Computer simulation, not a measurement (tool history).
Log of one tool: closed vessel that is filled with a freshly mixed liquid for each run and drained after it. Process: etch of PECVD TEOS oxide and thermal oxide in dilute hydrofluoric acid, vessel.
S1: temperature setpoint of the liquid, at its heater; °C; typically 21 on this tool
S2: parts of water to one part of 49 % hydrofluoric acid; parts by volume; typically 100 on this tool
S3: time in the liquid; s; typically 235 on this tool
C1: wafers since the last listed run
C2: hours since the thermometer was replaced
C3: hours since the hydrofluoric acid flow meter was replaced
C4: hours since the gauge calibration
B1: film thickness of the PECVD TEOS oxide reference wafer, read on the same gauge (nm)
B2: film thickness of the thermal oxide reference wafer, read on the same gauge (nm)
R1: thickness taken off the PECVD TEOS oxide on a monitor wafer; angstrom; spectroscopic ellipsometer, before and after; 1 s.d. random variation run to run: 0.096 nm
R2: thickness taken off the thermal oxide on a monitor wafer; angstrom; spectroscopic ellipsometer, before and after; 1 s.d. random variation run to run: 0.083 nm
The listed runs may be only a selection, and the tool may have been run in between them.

run	day	S1	S2	S3	C1	C2	C3	C4	B1	B2	R1	R2
1	0	21	100	235	0	38.2	306.1	30.5	150.01	50.02	313.2	107.8
2	0.508	21	100	235	1198	50.4	318.3	42.7	149.99	50.02	315.3	109.3
3	1.238	21	100	235	1719	67.9	335.8	60.2	150	50.02	316.2	109.3
4	1.879	24	100	235	1513	83.3	351.2	75.6	150	50.01	356.2	121.4
# day 2.038: hydrofluoric acid flow meter replaced
5	2.458	19	100	150	1267	97.2	10.1	89.5	150.01	50.01	186.2	64.9
6	2.854	21	100	160	933	106.7	19.6	99	149.98	49.99	215.9	73.9
7	3.25	25	100	235	933	116.2	29.1	108.5	149.98	50.01	370.9	128.8
8	3.708	19	135	365	1080	127.2	40.1	119.5	149.99	50	323.6	113.1
9	4.433	26	120	290	1709	144.6	57.5	136.9	150.01	50.03	386.9	133.6
10	4.912	21	100	235	1129	156.1	69	148.4	149.99	50	316.6	110.1
11	5.558	21	70	235	1523	171.6	84.5	163.9	150.02	50.03	467	162.6
12	6.233	22.5	100	285	1591	187.8	100.7	180.1	150.01	50.01	409.2	140.8
13	6.638	19	100	235	953	197.5	110.4	189.8	149.98	49.98	292.1	100.3
14	7.212	21	100	235	1355	211.3	124.2	203.6	150	50.02	317	110.3
15	7.792	19	135	200	1365	225.2	138.1	217.5	150	50.02	178.2	61.6
16	8.079	17	50	330	677	232.1	145	224.4	149.99	50	801.2	282.7
17	8.358	21	65	320	658	238.8	151.7	231.1	150.02	50.04	695.3	241.4
18	8.775	17	120	120	982	248.8	161.7	241.1	149.99	50.03	112.3	39
19	9.388	19.5	100	370	1444	263.5	176.4	255.8	150.01	50.02	471.4	166.5
20	9.983	21	100	235	1405	277.8	190.7	270.1	149.99	50.05	317.8	111.1
21	10.704	21	100	125	1699	295.1	208	287.4	149.98	50.05	170.6	60
22	11.229	21	135	160	1238	307.7	220.6	300	150	50.02	154.8	53.9
23	11.754	21	140	235	1238	320.3	233.2	312.6	149.98	50.01	219.1	75.4
24	12.354	21	100	235	1414	334.7	247.6	327	150	50.01	320.2	110.1
25	12.883	19	70	175	1247	347.4	260.3	339.7	150.01	50.01	323.6	114.7

5 ways to go on from here, each from the tool as it stands after run 25. What would each give?
A	12.912	21	100	345	68	348.1	261	340.4	?	?	?	?
B	12.912	21	100	145	68	348.1	261	340.4	?	?	?	?
C	12.912	17	60	235	68	348.1	261	340.4	?	?	?	?
D	12.912	17	100	235	68	348.1	261	340.4	?	?	?	?
E	12.912	18	100	335	68	348.1	261	340.4	?	?	?	?

run	B1	B2	R1	R2
A	150.03	50	469.9	162.8
B	150.03	50	197.5	68.4
C	150.03	50	472.7	163.8
D	150.03	50	271.5	94.1
E	150.03	50	403.5	139.8
With the hidden condition removed and each run's random variation left untouched, the same runs would have given:
run	R1	R2
A	454.5	157.5
B	191	66.2
C	456.3	158.1
D	262.3	90.9
E	390	135.1

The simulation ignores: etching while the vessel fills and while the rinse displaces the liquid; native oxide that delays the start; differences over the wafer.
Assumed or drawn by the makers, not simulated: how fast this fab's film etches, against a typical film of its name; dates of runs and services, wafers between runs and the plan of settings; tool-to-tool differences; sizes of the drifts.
